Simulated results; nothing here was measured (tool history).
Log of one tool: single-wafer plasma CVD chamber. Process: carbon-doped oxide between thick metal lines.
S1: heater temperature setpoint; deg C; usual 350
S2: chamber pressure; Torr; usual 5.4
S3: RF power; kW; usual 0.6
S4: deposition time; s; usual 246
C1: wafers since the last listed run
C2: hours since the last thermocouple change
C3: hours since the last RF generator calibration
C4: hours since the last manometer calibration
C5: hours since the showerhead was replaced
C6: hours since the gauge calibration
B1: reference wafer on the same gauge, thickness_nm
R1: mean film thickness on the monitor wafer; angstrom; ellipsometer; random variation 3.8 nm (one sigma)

run,hour,S1,S2,S3,S4,C1,C2,C3,C4,C5,C6,B1,R1
1,0,355,5.4,0.6,246,0,996.3,1119.1,1459,5355.3,859.4,1155.524,13816.57
2,69.3,350,5.4,0.6,246,370,1065.6,1188.4,1528.3,5424.6,928.7,1155.97,13951.49
3,98.5,350,5.4,0.6,246,156,1094.8,1217.6,1557.5,5453.8,957.9,1155.663,13948.92
4,152.4,350,5.4,0.6,246,288,1148.7,1271.5,1611.4,5507.7,1011.8,1156.232,13977.9
# hour 190.5: RF generator calibrated
5,215.8,350,5.4,0.6,246,296,1212.1,25.3,1674.8,5571.1,1075.2,1156.694,14022.46
6,277.5,350,5.4,0.6,246,329,1273.8,87,1736.5,5632.8,1136.9,1157.289,14018
7,336.7,350,5.4,0.6,246,316,1333,146.2,1795.7,5692,1196.1,1156.387,14046.09
8,399.7,350,5.4,0.6,246,336,1396,209.2,1858.7,5755,1259.1,1157.853,14029.21
9,452.3,350,6.15,0.6,246,281,1448.6,261.8,1911.3,5807.6,1311.7,1157.289,14150.56
10,494.9,350,6.15,0.6,246,227,1491.2,304.4,1953.9,5850.2,1354.3,1157.331,14177.58
11,551.1,350,5.03,0.6,202,300,1547.4,360.6,2010.1,5906.4,1410.5,1157.771,11402.44
12,589.5,350,6.6,0.555,246,205,1585.8,399,2048.5,5944.8,1448.9,1157.787,13141.55
13,622.8,350,5.4,0.6,246,178,1619.1,432.3,2081.8,5978.1,1482.2,1157.528,14070.17
# hour 643.8: gauge calibrated
# hour 676.2: capacitance manometer re-zeroed and calibrated
14,678.3,350,5.4,0.6,231,253,1674.6,487.8,2.1,6033.6,34.5,1144.452,13058.8
# hour 707.6: thermocouple changed; heater temperature recalibrated
15,727.8,350,5.4,0.6,246,221,20.2,537.3,51.6,6083.1,84,1147.548,13913.08
16,767.2,350,5.4,0.6,246,210,59.6,576.7,91,6122.5,123.4,1148.695,13915
17,824.4,336,4.35,0.515,267,305,116.8,633.9,148.2,6179.7,180.6,1149.809,13219.58
18,858.5,350,5.4,0.505,289,182,150.9,668,182.3,6213.8,214.7,1152.34,13615.13
# hour 883.9: showerhead replaced
19,911,361,6.68,0.6,223,237,203.4,720.5,234.8,27.1,267.2,1152.818,12503.92
20,944.4,361,4.75,0.6,258,178,236.8,753.9,268.2,60.5,300.6,1154.213,14108.62
21,1014.2,339,5.4,0.6,264,373,306.6,823.7,338,130.3,370.4,1155.106,15545.85
22,1058.6,350,5.4,0.6,246,237,351,868.1,382.4,174.7,414.8,1156.603,13914.64
23,1083,337,4.78,0.515,261,130,375.4,892.5,406.8,199.1,439.2,1156.915,13096.36
24,1109.7,350,5.4,0.6,201,142,402.1,919.2,433.5,225.8,465.9,1157.377,11490.51
25,1140.3,339,4.51,0.665,266,163,432.7,949.8,464.1,256.4,496.5,1158.431,16948.22
26,1208.5,350,5.4,0.6,246,364,500.9,1018,532.3,324.6,564.7,1159.094,14018.96
27,1265.6,350,6.47,0.695,246,305,558,1075.1,589.4,381.7,621.8,1159.811,16295.04
28,1315.8,338,5.4,0.6,207,268,608.2,1125.3,639.6,431.9,672,1160.88,12282.35

Forecast each of these 4 alternatives for the next run:
A,1316.3,357,5.4,0.6,246,2,608.7,1125.8,640.1,432.4,672.5,?,?
B,1316.3,360,5.4,0.55,246,2,608.7,1125.8,640.1,432.4,672.5,?,?
C,1316.3,350,5.4,0.72,282,2,608.7,1125.8,640.1,432.4,672.5,?,?
D,1316.3,350,6.35,0.6,219,2,608.7,1125.8,640.1,432.4,672.5,?,?

run,B1,R1
A,1161.433,13759.08
B,1161.433,12500.33
C,1161.433,18954.87
D,1161.433,12657.29
Without the tool's hidden state the same runs would have given:
run,R1
A,13514.14
B,12277.79
C,18617.43
D,12431.96
